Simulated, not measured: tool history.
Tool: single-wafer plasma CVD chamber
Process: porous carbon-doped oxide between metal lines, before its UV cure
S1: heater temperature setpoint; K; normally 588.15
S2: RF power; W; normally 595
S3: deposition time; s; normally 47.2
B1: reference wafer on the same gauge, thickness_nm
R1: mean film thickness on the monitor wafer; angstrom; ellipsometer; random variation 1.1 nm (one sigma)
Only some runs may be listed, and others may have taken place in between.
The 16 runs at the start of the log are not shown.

{"run": 17, "hour": 1148.2, "S1": 588.15, "S2": 625, "S3": 47.2, "B1": 214.95, "R1": 2560.75}
{"hour": 1223.1, "done": "thermocouple changed; heater temperature recalibrated"}
{"run": 18, "hour": 1223.6, "S1": 588.15, "S2": 595, "S3": 47.2, "B1": 214.881, "R1": 2548.46}
{"run": 19, "hour": 1315.3, "S1": 584.15, "S2": 700, "S3": 47.2, "B1": 214.998, "R1": 2879.13}
{"run": 20, "hour": 1368.5, "S1": 588.15, "S2": 595, "S3": 47.2, "B1": 215.036, "R1": 2514.12}
{"hour": 1401.3, "done": "showerhead replaced, of another model than before"}
{"run": 21, "hour": 1461.0, "S1": 578.15, "S2": 595, "S3": 47.2, "B1": 214.904, "R1": 2666.85}
{"run": 22, "hour": 1547.1, "S1": 600.15, "S2": 675, "S3": 41.8, "B1": 215.195, "R1": 2373.02}
{"run": 23, "hour": 1634.6, "S1": 588.15, "S2": 595, "S3": 47.2, "B1": 215.08, "R1": 2524.2}
{"run": 24, "hour": 1714.3, "S1": 575.15, "S2": 595, "S3": 56.0, "B1": 214.851, "R1": 3188.95}
{"hour": 1773.2, "done": "gauge calibrated"}
{"run": 25, "hour": 1819.2, "S1": 588.15, "S2": 595, "S3": 47.2, "B1": 215.052, "R1": 2522.91}
{"run": 26, "hour": 1871.6, "S1": 588.15, "S2": 560, "S3": 47.2, "B1": 214.987, "R1": 2384.97}
{"run": 27, "hour": 1971.5, "S1": 574.15, "S2": 535, "S3": 47.2, "B1": 215.025, "R1": 2446.49}
{"run": 28, "hour": 2069.6, "S1": 588.15, "S2": 625, "S3": 38.3, "B1": 214.932, "R1": 2165.19}
{"run": 29, "hour": 2149.4, "S1": 588.15, "S2": 595, "S3": 41.4, "B1": 215.056, "R1": 2230.57}
{"run": 30, "hour": 2239.7, "S1": 577.15, "S2": 665, "S3": 55.3, "B1": 214.906, "R1": 3472.35}
{"run": 31, "hour": 2384.7, "S1": 588.15, "S2": 595, "S3": 47.2, "B1": 215.124, "R1": 2495.77}
{"run": 32, "hour": 2466.8, "S1": 588.15, "S2": 485, "S3": 50.1, "B1": 215.098, "R1": 2141.87}
{"run": 33, "hour": 2545.7, "S1": 596.15, "S2": 555, "S3": 44.6, "B1": 215.044, "R1": 2122.42}
{"run": 34, "hour": 2613.7, "S1": 588.15, "S2": 595, "S3": 47.2, "B1": 214.934, "R1": 2500.44}

What if the next run were any one of these 4? Each begins from the tool's condition after run 34:
{"run": "A", "hour": 2614.1, "S1": 588.15, "S2": 520, "S3": 47.2, "B1": "?", "R1": "?"}
{"run": "B", "hour": 2614.1, "S1": 573.15, "S2": 645, "S3": 53.9, "B1": "?", "R1": "?"}
{"run": "C", "hour": 2614.1, "S1": 575.15, "S2": 595, "S3": 47.2, "B1": "?", "R1": "?"}
{"run": "D", "hour": 2614.1, "S1": 581.15, "S2": 630, "S3": 53.8, "B1": "?", "R1": "?"}

run=A B1=215.216 R1=2181.77
run=B B1=215.216 R1=3329.53
run=C B1=215.216 R1=2678.99
run=D B1=215.216 R1=3115.02
Without the tool's hidden state the same runs would have given:
run=A R1=2199.84
run=B R1=3359.33
run=C R1=2702.81
run=D R1=3142.16

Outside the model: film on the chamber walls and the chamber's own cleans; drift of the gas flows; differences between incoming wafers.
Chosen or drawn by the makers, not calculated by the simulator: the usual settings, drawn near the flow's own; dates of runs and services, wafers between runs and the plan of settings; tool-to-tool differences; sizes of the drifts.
